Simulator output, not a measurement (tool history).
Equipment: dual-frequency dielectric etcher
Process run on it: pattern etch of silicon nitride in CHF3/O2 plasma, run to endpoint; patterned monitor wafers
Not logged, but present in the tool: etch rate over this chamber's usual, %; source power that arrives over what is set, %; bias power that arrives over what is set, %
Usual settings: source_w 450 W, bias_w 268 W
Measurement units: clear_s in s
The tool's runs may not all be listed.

run,hour,source_w,bias_w,wafers since the last listed run,hours since the last wet clean,hours since the last source power generator calibration,hours since the last bias power generator calibration,hours since the last upper electrode change,"incoming incoming film thickness, nm",clear_s
1,0,530,268,0,97.1,719.9,3102.1,4245.8,104.2,67.8
2,59,450,268,692,156.1,778.9,3161.1,4304.8,105.3,71.2
3,116.7,510,268,676,213.8,836.6,3218.8,4362.5,104.7,68.5
4,200,510,268,977,297.1,919.9,3302.1,4445.8,104.9,67.9
5,259.2,450,268,694,356.3,979.1,3361.3,4505,105,70.1
6,362.6,450,268,1212,459.7,1082.5,3464.7,4608.4,104.6,68.7
# hour 438.1: wet clean of the chamber
7,438.6,450,268,609,0.5,1158.5,3540.7,4684.4,104.6,72.3
8,482,450,268,509,43.9,1201.9,3584.1,4727.8,104.1,70.6
9,560.7,450,268,923,122.6,1280.6,3662.8,4806.5,105.2,71.4
10,633.1,450,268,849,195,1353,3735.2,4878.9,106.4,72
11,732.2,450,268,1162,294.1,1452.1,3834.3,4978,105.1,70.2
# hour 782.7: upper electrode replaced
12,783.2,490,210,316,345.1,1503.1,3885.3,0.5,104.5,74.1
13,851.5,410,286,801,413.4,1571.4,3953.6,68.8,106.2,70.9
# hour 924.3: wet clean of the chamber
14,924.8,540,268,578,0.5,1644.7,4026.9,142.1,105.5,69.1
# hour 937: source power generator calibrated
# hour 958.9: bias power generator calibrated
15,1011.7,450,248,925,87.4,74.7,52.8,229,104.8,73.1
16,1115.7,450,323,1219,191.4,178.7,156.8,333,103.8,65.9
17,1209.3,500,208,1097,285,272.3,250.4,426.6,104.8,74.5

What if the next run were any one of these 5? Each begins from the tool's condition after run 17:
A,1209.7,450,268,4,285.4,272.7,250.8,427,103,?
B,1209.7,350,268,4,285.4,272.7,250.8,427,103,?
C,1209.7,390,312,4,285.4,272.7,250.8,427,103,?
D,1209.7,350,299,4,285.4,272.7,250.8,427,103,?
E,1209.7,380,245,4,285.4,272.7,250.8,427,103,?

run,clear_s
A,69
B,73.3
C,67.9
D,70.7
E,74
Take away the tool's hidden state, keep each run's random variation, and the runs would have read:
run,clear_s
A,70.5
B,74.9
C,69.4
D,72.2
E,75.6
